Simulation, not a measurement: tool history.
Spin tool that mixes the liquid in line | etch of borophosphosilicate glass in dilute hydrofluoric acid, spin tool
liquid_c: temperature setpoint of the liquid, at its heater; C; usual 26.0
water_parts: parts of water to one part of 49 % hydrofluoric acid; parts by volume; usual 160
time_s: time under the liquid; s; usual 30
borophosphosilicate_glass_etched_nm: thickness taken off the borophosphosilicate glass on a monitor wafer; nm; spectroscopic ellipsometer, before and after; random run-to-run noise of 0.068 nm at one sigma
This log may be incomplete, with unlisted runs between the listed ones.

run,hour,liquid_c,water_parts,time_s,wafers since the last listed run,hours since the thermometer was replaced,hours since the hydrofluoric acid flow meter was replaced,hours since the gauge calibration,"read-back film thickness of the borophosphosilicate glass reference wafer, read on the same gauge (nm)",borophosphosilicate_glass_etched_nm
1,0.0,30.0,160,30,0,1159.9,1726.2,219.5,50.00,15.07
2,23.8,30.0,160,30,230,1183.7,1750.0,243.3,49.98,15.06
3,50.2,26.0,160,40,255,1210.1,1776.4,269.7,49.99,17.34
4,68.8,26.0,160,40,179,1228.7,1795.0,288.3,50.00,17.22
5,95.8,26.0,160,40,260,1255.7,1822.0,315.3,49.98,17.24
6,130.7,26.0,160,30,337,1290.6,1856.9,350.2,50.03,13.01
7,165.8,26.0,160,30,339,1325.7,1892.0,385.3,50.00,12.91
8,191.8,26.0,160,30,251,1351.7,1918.0,411.3,50.01,13.10
9,225.2,26.0,160,30,322,1385.1,1951.4,444.7,50.00,12.99
10,254.3,26.0,160,30,281,1414.2,1980.5,473.8,49.99,13.04
# hour 259.6: hydrofluoric acid flow meter replaced
11,272.0,26.0,160,30,161,1431.9,12.4,491.5,50.00,12.94
12,304.1,26.0,160,30,310,1464.0,44.5,523.6,49.99,12.95
13,328.4,26.0,140,30,234,1488.3,68.8,547.9,49.99,15.30
14,362.8,26.0,140,30,332,1522.7,103.2,582.3,49.98,15.18
15,377.6,26.0,140,30,143,1537.5,118.0,597.1,49.97,15.29
16,396.7,26.0,95,30,184,1556.6,137.1,616.2,50.01,23.53
17,425.2,26.0,105,15,275,1585.1,165.6,644.7,50.01,10.61
18,454.4,26.0,160,20,282,1614.3,194.8,673.9,50.05,8.67
# hour 459.4: thermometer replaced
19,476.4,26.0,230,30,202,17.0,216.8,695.9,49.98,8.36
# hour 480.8: gauge calibrated
20,491.1,26.0,160,30,142,31.7,231.5,10.3,49.99,12.91
21,506.2,29.5,135,40,145,46.8,246.6,25.4,50.03,23.89
22,533.2,26.0,110,15,260,73.8,273.6,52.4,49.99,10.02
23,558.5,26.0,160,30,244,99.1,298.9,77.7,49.99,13.16
24,586.6,22.0,85,30,271,127.2,327.0,105.8,49.97,22.95
25,615.0,26.0,185,25,274,155.6,355.4,134.2,50.01,9.04
26,633.3,26.0,160,30,176,173.9,373.7,152.5,50.00,13.11
27,668.5,24.5,110,15,340,209.1,408.9,187.7,50.02,9.45
28,696.8,24.0,100,35,273,237.4,437.2,216.0,49.96,24.23
29,730.8,30.0,225,20,328,271.4,471.2,250.0,49.98,6.54
30,765.6,26.0,135,15,336,306.2,506.0,284.8,50.03,7.89
31,787.1,26.0,160,30,207,327.7,527.5,306.3,50.00,12.91

Hidden state at the last listed run before each entry between runs and at the first one after, where it differs:
Between runs 10 and 11: hydrofluoric acid flow meter replaced (hour 259.6)
  no difference in the tool's unlogged condition between these two runs
Between runs 18 and 19: thermometer replaced (hour 459.4)
  no difference in the tool's unlogged condition between these two runs
Between runs 19 and 20: gauge calibrated (hour 480.8)
  no difference in the tool's unlogged condition between these two runs

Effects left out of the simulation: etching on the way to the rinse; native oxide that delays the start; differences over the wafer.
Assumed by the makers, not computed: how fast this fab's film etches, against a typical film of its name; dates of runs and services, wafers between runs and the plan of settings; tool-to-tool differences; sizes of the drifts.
